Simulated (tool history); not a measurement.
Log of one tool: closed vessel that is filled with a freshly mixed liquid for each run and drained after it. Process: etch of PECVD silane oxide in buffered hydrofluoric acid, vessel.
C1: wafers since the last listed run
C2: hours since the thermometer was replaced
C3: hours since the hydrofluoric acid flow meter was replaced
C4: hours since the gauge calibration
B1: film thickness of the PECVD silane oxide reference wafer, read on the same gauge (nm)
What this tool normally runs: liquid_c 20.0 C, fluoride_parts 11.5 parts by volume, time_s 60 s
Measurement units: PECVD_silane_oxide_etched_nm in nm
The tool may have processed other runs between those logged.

Run 1, hour 0.0: usual settings but liquid_c 22.5 C, fluoride_parts 9.5 parts by volume; C1 0; C2 452.6; C3 1069.4; C4 305.4; B1 69.96. Result: PECVD_silane_oxide_etched_nm 131.66 nm.
Run 2, hour 21.5: usual settings but liquid_c 22.5 C, fluoride_parts 9.5 parts by volume; C1 3159; C2 474.1; C3 1090.9; C4 326.9; B1 69.98. Result: PECVD_silane_oxide_etched_nm 131.85 nm.
Run 3, hour 47.6: usual settings; C1 3835; C2 500.2; C3 1117.0; C4 353.0; B1 70.03. Result: PECVD_silane_oxide_etched_nm 95.13 nm.
Run 4, hour 60.9: usual settings; C1 1954; C2 513.5; C3 1130.3; C4 366.3; B1 70.00. Result: PECVD_silane_oxide_etched_nm 94.78 nm.
Run 5, hour 84.5: usual settings; C1 3468; C2 537.1; C3 1153.9; C4 389.9; B1 69.97. Result: PECVD_silane_oxide_etched_nm 95.14 nm.
Run 6, hour 119.9: usual settings but liquid_c 19.0 C, fluoride_parts 15.0 parts by volume; C1 5202; C2 572.5; C3 1189.3; C4 425.3; B1 70.00. Result: PECVD_silane_oxide_etched_nm 68.23 nm.
Run 7, hour 152.3: usual settings but liquid_c 19.0 C, fluoride_parts 15.0 parts by volume; C1 4761; C2 604.9; C3 1221.7; C4 457.7; B1 70.02. Result: PECVD_silane_oxide_etched_nm 68.52 nm.
Run 8, hour 183.6: usual settings but time_s 75 s; C1 4599; C2 636.2; C3 1253.0; C4 489.0; B1 70.01. Result: PECVD_silane_oxide_etched_nm 116.64 nm.
At hour 188.8: gauge calibrated.
Run 9, hour 203.3: usual settings but time_s 75 s; C1 2894; C2 655.9; C3 1272.7; C4 14.5; B1 70.05. Result: PECVD_silane_oxide_etched_nm 116.32 nm.
Run 10, hour 223.5: usual settings; C1 2968; C2 676.1; C3 1292.9; C4 34.7; B1 69.98. Result: PECVD_silane_oxide_etched_nm 93.09 nm.
Run 11, hour 241.6: usual settings; C1 2659; C2 694.2; C3 1311.0; C4 52.8; B1 69.98. Result: PECVD_silane_oxide_etched_nm 92.07 nm.
Run 12, hour 259.0: usual settings but liquid_c 25.0 C, time_s 95 s; C1 2556; C2 711.6; C3 1328.4; C4 70.2; B1 70.04. Result: PECVD_silane_oxide_etched_nm 194.68 nm.
At hour 268.7: hydrofluoric acid flow meter replaced.
Run 13, hour 279.4: usual settings but fluoride_parts 16.0 parts by volume, time_s 45 s; C1 2850; C2 732.0; C3 10.7; C4 90.6; B1 69.99. Result: PECVD_silane_oxide_etched_nm 57.85 nm.
Run 14, hour 309.4: usual settings; C1 4408; C2 762.0; C3 40.7; C4 120.6; B1 69.98. Result: PECVD_silane_oxide_etched_nm 106.91 nm.
Run 15, hour 324.4: usual settings but liquid_c 17.0 C, fluoride_parts 12.5 parts by volume; C1 2204; C2 777.0; C3 55.7; C4 135.6; B1 69.99. Result: PECVD_silane_oxide_etched_nm 82.67 nm.
At hour 339.4: thermometer replaced.
Run 16, hour 348.2: usual settings but fluoride_parts 8.0 parts by volume, time_s 40 s; C1 3350; C2 8.8; C3 79.5; C4 159.4; B1 69.94. Result: PECVD_silane_oxide_etched_nm 98.21 nm.
Run 17, hour 380.3: usual settings; C1 4717; C2 40.9; C3 111.6; C4 191.5; B1 69.98. Result: PECVD_silane_oxide_etched_nm 106.53 nm.
Run 18, hour 394.1: usual settings but liquid_c 23.5 C, time_s 40 s; C1 2027; C2 54.7; C3 125.4; C4 205.3; B1 70.00. Result: PECVD_silane_oxide_etched_nm 86.38 nm.
Run 19, hour 412.2: usual settings; C1 2659; C2 72.8; C3 143.5; C4 223.4; B1 70.01. Result: PECVD_silane_oxide_etched_nm 105.52 nm.
Run 20, hour 441.5: usual settings but fluoride_parts 13.5 parts by volume; C1 4305; C2 102.1; C3 172.8; C4 252.7; B1 70.05. Result: PECVD_silane_oxide_etched_nm 90.12 nm.
Run 21, hour 476.4: usual settings but fluoride_parts 8.0 parts by volume; C1 5128; C2 137.0; C3 207.7; C4 287.6; B1 70.00. Result: PECVD_silane_oxide_etched_nm 146.52 nm.

Measured minus without-hidden-state, run by run (identical run-to-run variation in each term; gauge scatter may differ):
Hidden state at play: liquid hotter than its thermometer reads (K); hydrofluoric acid flow below the setpoint (%); gauge reads high (%).
run  PECVD_silane_oxide_etched_nm
  1                        -13.65
  2                        -13.96
  3                        -12.28
  4                        -12.37
  5                        -12.66
  6                         -9.40
  7                         -9.69
  8                        -16.78
  9                        -16.99
 10                        -13.81
 11                        -13.84
 12                        -29.60
 13                         -0.13
 14                         -0.52
 15                         -0.51
 16                         -0.89
 17                         -1.16
 18                         -1.04
 19                         -1.44
 20                         -1.46
 21                         -3.12
